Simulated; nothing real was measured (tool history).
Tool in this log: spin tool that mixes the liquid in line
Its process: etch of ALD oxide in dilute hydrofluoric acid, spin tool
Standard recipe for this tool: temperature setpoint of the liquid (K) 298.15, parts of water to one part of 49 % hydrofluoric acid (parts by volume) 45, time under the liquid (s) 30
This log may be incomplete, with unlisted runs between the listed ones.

| run | hour | temperature setpoint of the liquid (K) | parts of water to one part of 49 % hydrofluoric acid (parts by volume) | time under the liquid (s) | wafers since the last listed run | hours since the thermometer was replaced | hours since the hydrofluoric acid flow meter was replaced | hours since the gauge calibration | read-back film thickness of the ALD oxide reference wafer, read on the same gauge (nm) | thickness taken off the ALD oxide on a monitor wafer (nm) |
|---|---|---|---|---|---|---|---|---|---|---|
| 1 | 0 | 300.65 | 45 | 30 | 0 | 2731 | 406.3 | 348.1 | 40.02 | 22.77 |
| 2 | 27 | 300.65 | 45 | 30 | 357 | 2758 | 433.3 | 375.1 | 39.98 | 22.39 |
| 3 | 58.2 | 298.15 | 55 | 30 | 413 | 2789.2 | 464.5 | 406.3 | 39.97 | 16.36 |
| 4 | 79 | 298.15 | 45 | 35 | 275 | 2810 | 485.3 | 427.1 | 40.01 | 23.74 |
| 5 | 108.6 | 298.15 | 45 | 35 | 391 | 2839.6 | 514.9 | 456.7 | 40.01 | 23.65 |
| 6 | 142.3 | 298.15 | 45 | 35 | 446 | 2873.3 | 548.6 | 490.4 | 40 | 23.81 |
| 7 | 158.3 | 298.15 | 45 | 30 | 211 | 2889.3 | 564.6 | 506.4 | 39.97 | 20.3 |
| 8 | 171.3 | 298.15 | 45 | 30 | 172 | 2902.3 | 577.6 | 519.4 | 40.01 | 20.21 |
| 9 | 204.3 | 298.15 | 45 | 30 | 437 | 2935.3 | 610.6 | 552.4 | 39.99 | 20.11 |
| 10 | 235.1 | 298.15 | 55 | 20 | 407 | 2966.1 | 641.4 | 583.2 | 40 | 10.83 |
| 11 | 247.9 | 298.15 | 55 | 20 | 169 | 2978.9 | 654.2 | 596 | 40.03 | 10.72 |
| 12 | 280.5 | 298.15 | 55 | 20 | 431 | 3011.5 | 686.8 | 628.6 | 39.96 | 10.71 |
| 13 | 309 | 298.15 | 45 | 40 | 377 | 3040 | 715.3 | 657.1 | 39.98 | 26.95 |
| 14 | 340.6 | 298.15 | 45 | 40 | 418 | 3071.6 | 746.9 | 688.7 | 39.98 | 26.69 |
| 15 | 363.3 | 298.15 | 45 | 40 | 300 | 3094.3 | 769.6 | 711.4 | 40.02 | 26.3 |
| 16 | 376.8 | 298.15 | 45 | 30 | 178 | 3107.8 | 783.1 | 724.9 | 39.99 | 20 |
|  | 386.2 | gauge calibrated |
| 17 | 412.2 | 298.15 | 45 | 30 | 468 | 3143.2 | 818.5 | 26 | 40.03 | 19.78 |
|  | 423.8 | thermometer replaced |
| 18 | 453.4 | 298.15 | 30 | 30 | 532 | 29.6 | 859.7 | 67.2 | 40.03 | 30.5 |
| 19 | 477.4 | 298.15 | 45 | 15 | 317 | 53.6 | 883.7 | 91.2 | 39.99 | 9.79 |
| 20 | 512.2 | 298.15 | 45 | 30 | 460 | 88.4 | 918.5 | 126 | 40.02 | 19.68 |
|  | 538.4 | hydrofluoric acid flow meter replaced |
| 21 | 546.3 | 298.15 | 45 | 25 | 438 | 122.5 | 7.9 | 160.1 | 40.02 | 14.96 |
| 22 | 570.2 | 298.15 | 35 | 30 | 316 | 146.4 | 31.8 | 184 | 40.01 | 23.5 |
| 23 | 582.9 | 299.65 | 30 | 15 | 168 | 159.1 | 44.5 | 196.7 | 39.99 | 14.69 |
| 24 | 615 | 298.15 | 25 | 30 | 425 | 191.2 | 76.6 | 228.8 | 40.01 | 33.08 |
| 25 | 645.6 | 301.65 | 40 | 35 | 405 | 221.8 | 107.2 | 259.4 | 40 | 27.1 |
| 26 | 659.5 | 293.65 | 55 | 20 | 184 | 235.7 | 121.1 | 273.3 | 39.95 | 7.94 |
|  | 673.2 | hydrofluoric acid flow meter replaced, repeated, since the last time left the tool worse |
| 27 | 673.7 | 298.15 | 25 | 30 | 174 | 249.9 | 0.5 | 287.5 | 39.99 | 39.46 |
| 28 | 704 | 298.15 | 45 | 30 | 401 | 280.2 | 30.8 | 317.8 | 39.99 | 21.18 |
| 29 | 736.7 | 294.15 | 60 | 30 | 433 | 312.9 | 63.5 | 350.5 | 39.99 | 13.2 |
| 30 | 761.9 | 298.15 | 45 | 50 | 333 | 338.1 | 88.7 | 375.7 | 40.01 | 35.02 |
| 31 | 789.2 | 298.15 | 30 | 15 | 361 | 365.4 | 116 | 403 | 40 | 16.12 |
| 32 | 819.8 | 298.15 | 45 | 30 | 405 | 396 | 146.6 | 433.6 | 40.02 | 20.8 |

What if the next run were any one of these 5? Each begins from the tool's condition after run 32:
| A | 820.2 | 298.15 | 45 | 30 | 5 | 396.4 | 147 | 434 | ? | ? |
| B | 820.2 | 301.15 | 45 | 30 | 5 | 396.4 | 147 | 434 | ? | ? |
| C | 820.2 | 303.15 | 35 | 25 | 5 | 396.4 | 147 | 434 | ? | ? |
| D | 820.2 | 300.65 | 50 | 15 | 5 | 396.4 | 147 | 434 | ? | ? |
| E | 820.2 | 298.15 | 45 | 45 | 5 | 396.4 | 147 | 434 | ? | ? |

| run | read-back film thickness of the ALD oxide reference wafer, read on the same gauge (nm) | thickness taken off the ALD oxide on a monitor wafer (nm) |
|---|---|---|
| A | 40.05 | 20.76 |
| B | 40.05 | 23.44 |
| C | 40.05 | 27.63 |
| D | 40.05 | 10.26 |
| E | 40.05 | 31.14 |
The same runs, with their run-to-run variation unchanged, on a tool lacking any hidden condition would have given:
| run | thickness taken off the ALD oxide on a monitor wafer (nm) |
|---|---|
| A | 21.15 |
| B | 23.89 |
| C | 28.15 |
| D | 10.46 |
| E | 31.73 |

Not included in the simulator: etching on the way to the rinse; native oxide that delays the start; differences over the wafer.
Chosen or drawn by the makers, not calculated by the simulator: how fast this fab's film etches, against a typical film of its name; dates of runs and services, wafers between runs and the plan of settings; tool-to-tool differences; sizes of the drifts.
